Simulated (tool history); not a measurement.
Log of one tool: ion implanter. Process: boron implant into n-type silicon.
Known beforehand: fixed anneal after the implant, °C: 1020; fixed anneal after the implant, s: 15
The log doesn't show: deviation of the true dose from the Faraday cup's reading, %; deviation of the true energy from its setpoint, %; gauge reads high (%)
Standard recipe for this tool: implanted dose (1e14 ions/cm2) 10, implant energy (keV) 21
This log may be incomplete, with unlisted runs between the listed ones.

run    hour  implanted dose (1e14 ions/cm2)  implant energy (keV)  wafers since the last listed run  hours since the last dose calibration  hours since the extraction supply was calibrated  hours since the gauge calibration  read-back reference wafer on the same gauge, sheet resistance  sheet resistance of the implanted and annealed layer (ohm/square)
  1       0                            8.72                    16                                 0                                  805.1                                            2811.1                             1617.1                                                          125.1                                                             141.58
  2   107.4                            8.72                    16                              1432                                  912.5                                            2918.5                             1724.5                                                          124.9                                                             142.77
  3   193.4                            8.72                    16                              1147                                  998.5                                            3004.5                             1810.5                                                         125.27                                                             141.08
  4     247                              10                    21                               715                                 1052.1                                            3058.1                             1864.1                                                         124.98                                                              122.4
  5   316.5                            8.16                    21                               927                                 1121.6                                            3127.6                             1933.6                                                          125.1                                                             145.61
  6   409.7                           11.38                    21                              1243                                 1214.8                                            3220.8                             2026.8                                                         124.88                                                             109.37
  7   465.6                            7.78                  16.5                               745                                 1270.7                                            3276.7                             2082.7                                                         125.26                                                             155.42
  8   562.4                            7.78                  16.5                              1291                                 1367.5                                            3373.5                             2179.5                                                            125                                                             154.19
  9   667.6                              10                  26.5                              1403                                 1472.7                                            3478.7                             2284.7                                                         124.87                                                             118.43
      723.3  -- gauge calibrated
 10   744.1                              10                    17                              1020                                 1549.2                                            3555.2                               20.8                                                          124.9                                                             123.28
 11  1022.1                              10                    17                              3708                                 1827.2                                            3833.2                              298.8                                                         125.02                                                             122.69
 12  1059.4                              10                    17                               497                                 1864.5                                            3870.5                              336.1                                                         124.94                                                             121.77
 13  1109.6                              10                    21                               669                                 1914.7                                            3920.7                              386.3                                                         125.01                                                             118.91
       1165  -- Faraday cup replaced and dose calibrated
 14  1215.1                            8.37                  18.5                              1300                                   50.1                                            4026.2                              491.8                                                         125.09                                                             147.09
 15  1316.5                              10                    17                              1352                                  151.5                                            4127.6                              593.2                                                         124.82                                                             129.14
 16  1384.7                              10                    21                               909                                  219.7                                            4195.8                              661.4                                                         124.86                                                             126.29
 17  1463.3                            7.74                  13.5                              1048                                  298.3                                            4274.4                                740                                                         125.13                                                             163.29
 18  1502.6                           11.93                  18.5                               524                                  337.6                                            4313.7                              779.3                                                         124.99                                                             110.51
     1568.6  -- extraction supply calibrated
 19  1581.4                              10                    17                               944                                  416.4                                              12.8                              858.1                                                         124.97                                                             127.78
 20  1681.5                              10                    21                              1335                                  516.5                                             112.9                              958.2                                                         124.89                                                             125.68
 21  1741.8                            10.9                    17                               804                                  576.8                                             173.2                             1018.5                                                         124.97                                                             118.47
 22  1802.3                           11.99                    16                               807                                  637.3                                             233.7                               1079                                                         125.03                                                             111.78
 23  1878.5                           11.92                    18                              1016                                  713.5                                             309.9                             1155.2                                                         124.84                                                             110.81
 24  1920.8                           12.67                    17                               564                                  755.8                                             352.2                             1197.5                                                         125.04                                                             106.09
 25    1989                           11.51                    21                               909                                    824                                             420.4                             1265.7                                                         125.07                                                              110.8

Expected results for the next run?
 26  2053.3                            8.67                  25.5                               857                                  888.3                                             484.7                               1330                                                              ?                                                                  ?

Run 26 yielded read-back reference wafer on the same gauge, sheet resistance 124.95, sheet resistance of the implanted and annealed layer (ohm/square) 138.6.
If the tool had no hidden condition, the same run with the same run-to-run variation would have returned sheet resistance of the implanted and annealed layer (ohm/square) 139.09.
